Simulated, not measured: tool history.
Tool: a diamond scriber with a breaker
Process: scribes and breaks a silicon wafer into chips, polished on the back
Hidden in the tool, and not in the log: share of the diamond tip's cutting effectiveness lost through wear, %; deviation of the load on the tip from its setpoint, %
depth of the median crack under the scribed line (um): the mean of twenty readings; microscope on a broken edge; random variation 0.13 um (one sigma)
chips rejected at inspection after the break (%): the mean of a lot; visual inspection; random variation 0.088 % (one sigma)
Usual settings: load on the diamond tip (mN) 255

run,day,load on the diamond tip (mN),wafers since the last listed run,hours since the diamond tip was replaced,hours since the load on the tip was calibrated,"incoming depth of the damage left on the back of the incoming wafer, um",depth of the median crack under the scribed line (um),chips rejected at inspection after the break (%)
1,0,306,0,145.9,1632.4,0.02,15.67,2.3
2,2.4,255,97,203.5,1690,0.03,13.94,1.41
3,3.812,255,57,237.4,1723.9,0.02,13.91,1.43
4,6.592,291,112,304.1,1790.6,0.05,14.94,1.68
5,8.85,291,91,358.3,1844.8,0.05,15.05,1.8
6,10.988,235,86,409.6,1896.1,0.04,12.95,2.33
7,12.796,235,73,453,1939.5,0.03,12.99,2.65
8,14.971,298,88,505.2,1991.7,0.01,14.81,1.56
9,16.325,231,54,537.7,2024.2,0.01,12.26,3.29
# day 16.746: diamond tip replaced by a new one
# day 18.179: load on the tip recalibrated
10,18.95,255,99,52.9,18.5,0.05,12.3,3.06
# day 20.862: diamond tip replaced by a new one, repeated, since the last time left the tool worse
11,21.025,227,80,3.9,68.3,0.04,13.17,2.3
12,23.838,318,113,71.4,135.8,0.04,16.46,3.43
13,26.1,255,91,125.7,190.1,0.04,13.93,1.37
14,28.788,278,108,190.2,254.6,0.04,14.7,1.54
15,31.558,289,112,256.7,321.1,0.03,15.14,1.85

4 ways to go on from here, each from the tool as it stands after run 15. What would each give?
A,31.588,281,1,257.4,321.8,0.04,?,?
B,31.588,329,1,257.4,321.8,0.04,?,?
C,31.588,280,1,257.4,321.8,0.04,?,?
D,31.588,324,1,257.4,321.8,0.04,?,?

run,depth of the median crack under the scribed line (um),chips rejected at inspection after the break (%)
A,14.84,1.66
B,16.43,3.53
C,14.8,1.65
D,16.27,3.26
Without the tool's hidden state the same runs would have given:
run,depth of the median crack under the scribed line (um),chips rejected at inspection after the break (%)
A,15.17,1.89
B,16.79,4.2
C,15.13,1.86
D,16.63,3.89

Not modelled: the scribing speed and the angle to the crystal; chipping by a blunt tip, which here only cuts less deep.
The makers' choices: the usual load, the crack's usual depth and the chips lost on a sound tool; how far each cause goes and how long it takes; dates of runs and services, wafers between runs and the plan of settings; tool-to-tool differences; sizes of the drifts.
